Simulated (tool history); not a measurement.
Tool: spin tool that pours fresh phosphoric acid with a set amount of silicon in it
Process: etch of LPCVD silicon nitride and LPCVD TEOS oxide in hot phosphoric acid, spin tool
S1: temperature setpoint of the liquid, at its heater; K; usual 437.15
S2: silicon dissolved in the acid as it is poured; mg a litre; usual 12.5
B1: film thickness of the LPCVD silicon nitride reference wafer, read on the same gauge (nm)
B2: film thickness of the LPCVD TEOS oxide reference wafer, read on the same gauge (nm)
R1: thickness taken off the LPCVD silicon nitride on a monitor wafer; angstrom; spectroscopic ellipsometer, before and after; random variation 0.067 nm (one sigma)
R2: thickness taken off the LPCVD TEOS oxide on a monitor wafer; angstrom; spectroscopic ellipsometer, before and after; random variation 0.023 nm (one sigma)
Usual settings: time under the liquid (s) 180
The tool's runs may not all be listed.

Run 1, hour 0: usual settings; B1 50; B2 89.996. Result: R1 164.9 angstrom, R2 5.63 angstrom.
Run 2, hour 14.4: usual settings; B1 49.97; B2 90.017. Result: R1 163.6 angstrom, R2 5.57 angstrom.
At hour 28.7: gauge calibrated.
Run 3, hour 28.9: usual settings; B1 50; B2 90.004. Result: R1 164 angstrom, R2 5.39 angstrom.
At hour 45.1: thermometer replaced.
Run 4, hour 45.7: usual settings; B1 50.02; B2 89.993. Result: R1 163.8 angstrom, R2 5.25 angstrom.
Run 5, hour 55.2: usual settings; B1 50.05; B2 90.015. Result: R1 163 angstrom, R2 5.5 angstrom.
At hour 60.1: dissolved silicon flow meter replaced.
Run 6, hour 71.4: usual settings; B1 50.03; B2 89.997. Result: R1 163.2 angstrom, R2 5.73 angstrom.
Run 7, hour 109.6: usual settings but S1 438.65 K; B1 49.98; B2 89.987. Result: R1 170.2 angstrom, R2 6.2 angstrom.
Run 8, hour 126.7: usual settings; B1 49.96; B2 89.991. Result: R1 162.5 angstrom, R2 5.54 angstrom.
Run 9, hour 141.9: usual settings; B1 49.99; B2 89.978. Result: R1 162.8 angstrom, R2 5.78 angstrom.
Run 10, hour 158.1: usual settings but S2 7 mg a litre, time under the liquid (s) 275; B1 49.98; B2 89.99. Result: R1 247.5 angstrom, R2 9.81 angstrom.
Run 11, hour 165.7: usual settings but S2 22 mg a litre; B1 50.01; B2 89.994. Result: R1 162.6 angstrom, R2 4.13 angstrom.
Run 12, hour 179.9: usual settings; B1 49.97; B2 89.986. Result: R1 160.5 angstrom, R2 5.39 angstrom.
Run 13, hour 191.8: usual settings; B1 50.01; B2 89.99. Result: R1 161.5 angstrom, R2 5.4 angstrom.
At hour 203.6: heated supply line repaired.
Run 14, hour 204.1: usual settings but S1 438.65 K, S2 22 mg a litre, time under the liquid (s) 265; B1 50.01; B2 90.004. Result: R1 284.9 angstrom, R2 9.05 angstrom.
Run 15, hour 216.7: usual settings but time under the liquid (s) 120; B1 49.97; B2 89.986. Result: R1 121.9 angstrom, R2 4.54 angstrom.
Run 16, hour 234.2: usual settings but S2 4.5 mg a litre, time under the liquid (s) 255; B1 50.02; B2 89.965. Result: R1 259 angstrom, R2 11.82 angstrom.
Run 17, hour 243.9: usual settings but S1 434.15 K, time under the liquid (s) 145; B1 50; B2 90.014. Result: R1 133.3 angstrom, R2 4.61 angstrom.
Run 18, hour 257.4: usual settings but time under the liquid (s) 100; B1 49.98; B2 90.005. Result: R1 101.3 angstrom, R2 4.08 angstrom.
Run 19, hour 263.8: usual settings but S1 434.65 K, S2 6.5 mg a litre, time under the liquid (s) 75; B1 49.99; B2 90.017. Result: R1 70.1 angstrom, R2 2.82 angstrom.

The next listed run, before its measurement:
Run 20, hour 270.5: usual settings but S1 434.15 K, time under the liquid (s) 145; B1 ?; B2 ?. Result: R1 ?, R2 ?.

B1: 49.99
B2: 89.999
R1: 132.9 angstrom
R2: 4.63 angstrom
Without the tool's hidden state the same run would have given R1 134.8 angstrom, R2 4.77 angstrom.

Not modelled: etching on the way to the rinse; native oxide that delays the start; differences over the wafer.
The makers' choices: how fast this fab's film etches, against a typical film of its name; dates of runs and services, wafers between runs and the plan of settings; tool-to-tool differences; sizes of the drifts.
